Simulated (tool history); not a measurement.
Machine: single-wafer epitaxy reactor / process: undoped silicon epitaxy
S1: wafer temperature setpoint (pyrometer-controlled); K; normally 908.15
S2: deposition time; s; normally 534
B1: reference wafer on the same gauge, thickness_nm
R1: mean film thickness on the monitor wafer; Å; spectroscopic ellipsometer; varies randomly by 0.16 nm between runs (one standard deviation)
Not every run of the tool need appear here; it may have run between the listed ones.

Run 1, hour 0: usual settings; B1 61.041. Result: R1 605.87 Å.
Run 2, hour 25.7: usual settings; B1 61.14. Result: R1 608.05 Å.
Run 3, hour 58.6: usual settings; B1 61.094. Result: R1 605.83 Å.
Run 4, hour 114.2: usual settings; B1 61.055. Result: R1 603.91 Å.
Run 5, hour 154.7: usual settings; B1 61.147. Result: R1 604.92 Å.
Run 6, hour 204.2: usual settings; B1 61.14. Result: R1 604.6 Å.
Run 7, hour 248.3: usual settings but S1 902.15 K, S2 613 s; B1 61.118. Result: R1 616.25 Å.
Run 8, hour 274: usual settings but S1 902.15 K, S2 613 s; B1 61.138. Result: R1 619.04 Å.
Run 9, hour 300.5: usual settings but S1 916.15 K; B1 61.066. Result: R1 706.25 Å.
Run 10, hour 345.3: usual settings but S1 916.15 K; B1 61.144. Result: R1 713.26 Å.
Run 11, hour 400.2: usual settings; B1 61.009. Result: R1 606.49 Å.
Run 12, hour 466.2: usual settings but S1 916.15 K, S2 434 s; B1 61.045. Result: R1 576.25 Å.
Run 13, hour 522.6: usual settings but S1 900.15 K, S2 488 s; B1 61.165. Result: R1 473.19 Å.
Run 14, hour 586.4: usual settings but S1 923.15 K; B1 61.081. Result: R1 816.38 Å.
Run 15, hour 649.9: usual settings but S2 620 s; B1 61.131. Result: R1 702.75 Å.
Run 16, hour 679: usual settings; B1 61.057. Result: R1 604.21 Å.
Run 17, hour 739.7: usual settings but S1 916.15 K; B1 61.047. Result: R1 708.63 Å.
At hour 783.6: gauge calibrated.
At hour 792.1: pyrometer calibrated.
Run 18, hour 797.8: usual settings but S1 896.15 K, S2 445 s; B1 61.063. Result: R1 395.42 Å.
Run 19, hour 824.6: usual settings; B1 61.074. Result: R1 606.87 Å.
Run 20, hour 883: usual settings but S1 916.15 K, S2 578 s; B1 61.119. Result: R1 771.11 Å.
Run 21, hour 940: usual settings; B1 61.114. Result: R1 606.46 Å.
Run 22, hour 966.5: usual settings but S1 916.15 K, S2 578 s; B1 61.067. Result: R1 766.53 Å.
Run 23, hour 1014.5: usual settings but S1 894.15 K, S2 472 s; B1 61.117. Result: R1 403.87 Å.

Branching from run 23: 5 alternative next runs. What would each branch give?
Run A, hour 1015: usual settings but S1 917.15 K; B1 ?. Result: R1 ?.
Run B, hour 1015: usual settings but S1 894.15 K, S2 504 s; B1 ?. Result: R1 ?.
Run C, hour 1015: usual settings but S1 920.15 K; B1 ?. Result: R1 ?.
Run D, hour 1015: usual settings but S1 916.15 K, S2 431 s; B1 ?. Result: R1 ?.
Run E, hour 1015: usual settings but S1 922.15 K; B1 ?. Result: R1 ?.

run      B1      R1
  A  61.115  726.41
  B  61.115  431.17
  C  61.115  770.53
  D  61.115  574.84
  E  61.115  801.27
With the hidden condition removed and each run's random variation left untouched, the same runs would have given:
run      R1
  A  726.41
  B  431.17
  C  770.53
  D  574.84
  E  801.27

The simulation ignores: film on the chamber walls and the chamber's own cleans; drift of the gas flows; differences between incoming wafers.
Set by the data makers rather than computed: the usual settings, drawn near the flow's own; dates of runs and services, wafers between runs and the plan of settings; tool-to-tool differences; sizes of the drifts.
